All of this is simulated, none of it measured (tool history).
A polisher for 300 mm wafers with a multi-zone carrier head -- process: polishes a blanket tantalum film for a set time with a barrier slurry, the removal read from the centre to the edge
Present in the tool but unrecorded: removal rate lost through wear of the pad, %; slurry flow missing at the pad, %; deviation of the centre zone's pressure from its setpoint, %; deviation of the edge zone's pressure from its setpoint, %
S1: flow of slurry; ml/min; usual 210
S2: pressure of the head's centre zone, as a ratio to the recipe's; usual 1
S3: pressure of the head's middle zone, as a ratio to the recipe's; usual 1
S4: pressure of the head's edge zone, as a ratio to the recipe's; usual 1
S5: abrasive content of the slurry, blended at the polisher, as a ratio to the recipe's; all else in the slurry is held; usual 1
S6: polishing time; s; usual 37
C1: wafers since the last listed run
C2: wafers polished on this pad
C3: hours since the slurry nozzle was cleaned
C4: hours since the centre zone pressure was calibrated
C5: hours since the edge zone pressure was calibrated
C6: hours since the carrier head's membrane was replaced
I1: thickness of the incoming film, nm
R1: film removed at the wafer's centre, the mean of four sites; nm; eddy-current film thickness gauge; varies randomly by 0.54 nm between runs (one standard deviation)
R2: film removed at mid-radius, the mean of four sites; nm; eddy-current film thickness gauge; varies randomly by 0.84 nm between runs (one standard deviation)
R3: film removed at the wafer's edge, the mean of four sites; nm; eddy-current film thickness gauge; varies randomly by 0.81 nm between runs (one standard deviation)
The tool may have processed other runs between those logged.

run   hour   S1    S2    S3    S4    S5  S6   C1   C2     C3      C4      C5     C6     I1    R1    R2    R3
  1      0  210     1     1     1     1  37    0  564  443.6   776.1  1141.5  684.1  323.6    56  52.1  51.7
  2     14  165     1     1     1     1  37   85  649  457.6   790.1  1155.5  698.1  322.7  51.5  48.5  49.8
  3     38  165     1     1     1     1  37  146  796  481.6   814.1  1179.5  722.1  317.2  52.2  48.6  48.7
      45.2  -- worn pad replaced by a new one
  4   64.3  210     1  1.07     1     1  37  136  116  507.9   840.4  1205.8  748.4  323.8  56.3    54  51.6
      77.2  -- slurry nozzle cleaned
  5   85.7  210     1     1     1     1  37  124  240    8.5   861.8  1227.2  769.8  315.2  61.3  56.9    55
  6  121.5  210     1     1     1     1  37  218  459   44.3   897.6    1263  805.6  320.1  61.2  55.4  55.3
  7  137.1  210     1     1     1     1  37   95  554   59.9   913.2  1278.6  821.2  316.5  61.1  55.3  53.8
  8  157.2  210     1     1  0.89     1  37  122  676     80   933.3  1298.7  841.3    325  59.8  57.2  53.1
  9  184.8  210     1     1     1     1  37  168  845  107.6   960.9  1326.3  868.9  322.3  60.2  55.9  53.8
     218.4  -- worn pad replaced by a new one
     221.8  -- edge zone pressure recalibrated
 10  255.1  210     1  0.91     1   1.2  37  392  211  177.9  1031.2    33.3  939.2  314.8  62.7  55.2  57.3
     291.8  -- carrier head's membrane replaced by a new one
 11  292.3  210     1     1     1     1  29  196  407  215.1  1068.4    70.5    0.5  314.9  46.8  42.7  42.4
 12  306.4  210     1     1     1     1  37   85  493  229.2  1082.5    84.6   14.6  317.2  59.9  54.7  51.6
 13  324.9  210     1     1     1     1  37  112  606  247.7    1101   103.1   33.1  319.6  58.5  55.7  52.6
 14    345  210  1.08     1     1     1  37  122  729  267.8  1121.1   123.2   53.2  316.9  63.5  54.4  52.1
     362.6  -- centre zone pressure recalibrated
 15  363.1  210     1     1  0.91     1  37   98  827  285.9     0.5   141.3   71.3  316.5  51.1  53.4  50.7
     384.3  -- worn pad replaced by a new one
 16  397.7  210  1.06     1     1   0.7  37  186   81  320.5    35.1   175.9  105.9  319.9  46.4  45.5    45
 17  421.4  170     1     1     1     1  37  144  226  344.2    58.8   199.6  129.6  320.3  48.6  50.5  50.3
 18  435.6  210     1     1     1     1  37   86  312  358.4      73   213.8  143.8  318.1  53.1  54.8  52.1
 19  452.1  185     1   0.9     1   0.8  37  100  413  374.9    89.5   230.3  160.3  316.8  44.9  44.1  46.4
 20  480.4  210     1     1     1  1.25  37  172  585  403.2   117.8   258.6  188.6  318.9  55.6  58.4  55.9
 21  499.7  275  0.95     1     1  0.85  33  117  703  422.5   137.1   277.9  207.9  322.6  43.8  46.9  45.1
 22  528.5  210     1     1     1     1  37  175  879  451.3   165.9   306.7  236.7  323.9  52.5    54  51.7
     557.2  -- worn pad replaced by a new one
 23  557.7  210     1     1     1     1  37  153    3  480.5   195.1   335.9  265.9    318  52.8  52.3  51.7

Each row is a separate what-if for the run after 23, all from the same tool condition, not one after another. Results?
  A  558.1  210     1   1     1   1  37   2   5  480.9  195.5  336.3  266.3  322.2   ?   ?   ?
  B  558.1  240  0.91   1  1.05   1  43   2   5  480.9  195.5  336.3  266.3  322.2   ?   ?   ?
  C  558.1  210  0.91   1     1   1  37   2   5  480.9  195.5  336.3  266.3  322.2   ?   ?   ?

run    R1    R2    R3
  A  52.1  53.3  51.4
  B  56.9  63.8  62.4
  C  47.4  53.4  51.4
Take away the tool's hidden state, keep each run's random variation, and the runs would have read:
run    R1    R2    R3
  A  55.3  57.6  54.4
  B  59.7  68.3  65.6
  C  50.3  57.7  54.4
